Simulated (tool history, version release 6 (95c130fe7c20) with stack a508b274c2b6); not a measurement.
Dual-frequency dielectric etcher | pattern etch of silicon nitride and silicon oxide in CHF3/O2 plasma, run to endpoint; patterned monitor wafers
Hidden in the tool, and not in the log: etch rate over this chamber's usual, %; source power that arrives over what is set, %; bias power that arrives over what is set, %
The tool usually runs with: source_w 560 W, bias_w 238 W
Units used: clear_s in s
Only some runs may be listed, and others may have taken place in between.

run	hour	source_w	bias_w	wafers since the last listed run	hours since the last wet clean	hours since the last source power generator calibration	hours since the last bias power generator calibration	hours since the last upper electrode change	incoming incoming film thickness, nm	clear_s
1	0	560	279	0	432.7	3800.1	4296.1	4007.8	180.5	97.5
# hour 70.3: wet clean of the chamber
2	70.8	560	279	380	0.5	3870.9	4366.9	4078.6	180.1	99.9
3	159.9	560	279	724	89.6	3960	4456	4167.7	180.4	100
4	229.5	560	238	566	159.2	4029.6	4525.6	4237.3	179	105
5	273.7	560	238	359	203.4	4073.8	4569.8	4281.5	178.1	104
6	326.3	480	238	427	256	4126.4	4622.4	4334.1	176.9	111
7	375	480	238	396	304.7	4175.1	4671.1	4382.8	178.2	111
# hour 439.5: source power generator calibrated
8	482.5	480	238	842	412.2	43	4778.6	4490.3	178.7	110.6
9	541.5	660	238	480	471.2	102	4837.6	4549.3	180.7	97.1
10	603.8	660	238	506	533.5	164.3	4899.9	4611.6	178.7	96.3
# hour 651.1: wet clean of the chamber
11	652.9	560	191	204	1.8	213.4	4949	4660.7	177.8	113.6
12	701.2	560	238	392	50.1	261.7	4997.3	4709	177.8	103.7
13	741.2	560	193	325	90.1	301.7	5037.3	4749	180.5	114
14	836.9	420	187	778	185.8	397.4	5133	4844.7	179.4	130.2
# hour 923.2: upper electrode replaced
15	929.7	560	261	559	278.6	490.2	5225.8	6.5	178.8	99.9
16	996.1	690	180	540	345	556.6	5292.2	72.9	180.2	105.4
# hour 1048.2: bias power generator calibrated
17	1051	480	238	414	399.9	611.5	2.8	127.8	180.9	110.7
# hour 1157.2: wet clean of the chamber
18	1157.7	670	195	672	0.5	718.2	109.5	234.5	179	106
19	1198.1	480	238	328	40.9	758.6	149.9	274.9	179.5	112.6
20	1240	440	238	340	82.8	800.5	191.8	316.8	179.4	117.2
21	1348.4	680	178	881	191.2	908.9	300.2	425.2	179.8	107.7
22	1404.8	560	279	458	247.6	965.3	356.6	481.6	179.4	98.3

Consider 4 possible next runs. They are alternatives, not a sequence: every one starts from the tool as it was left by run 22. What does each give?
A	1405.3	560	238	4	248.1	965.8	357.1	482.1	178.7	?
B	1405.3	430	284	4	248.1	965.8	357.1	482.1	178.7	?
C	1405.3	690	238	4	248.1	965.8	357.1	482.1	178.7	?
D	1405.3	500	238	4	248.1	965.8	357.1	482.1	178.7	?

run	clear_s
A	103.5
B	108.2
C	94.7
D	108.7
With the hidden condition removed and each run's random variation left untouched, the same runs would have given:
run	clear_s
A	104.5
B	109.3
C	95.6
D	109.8

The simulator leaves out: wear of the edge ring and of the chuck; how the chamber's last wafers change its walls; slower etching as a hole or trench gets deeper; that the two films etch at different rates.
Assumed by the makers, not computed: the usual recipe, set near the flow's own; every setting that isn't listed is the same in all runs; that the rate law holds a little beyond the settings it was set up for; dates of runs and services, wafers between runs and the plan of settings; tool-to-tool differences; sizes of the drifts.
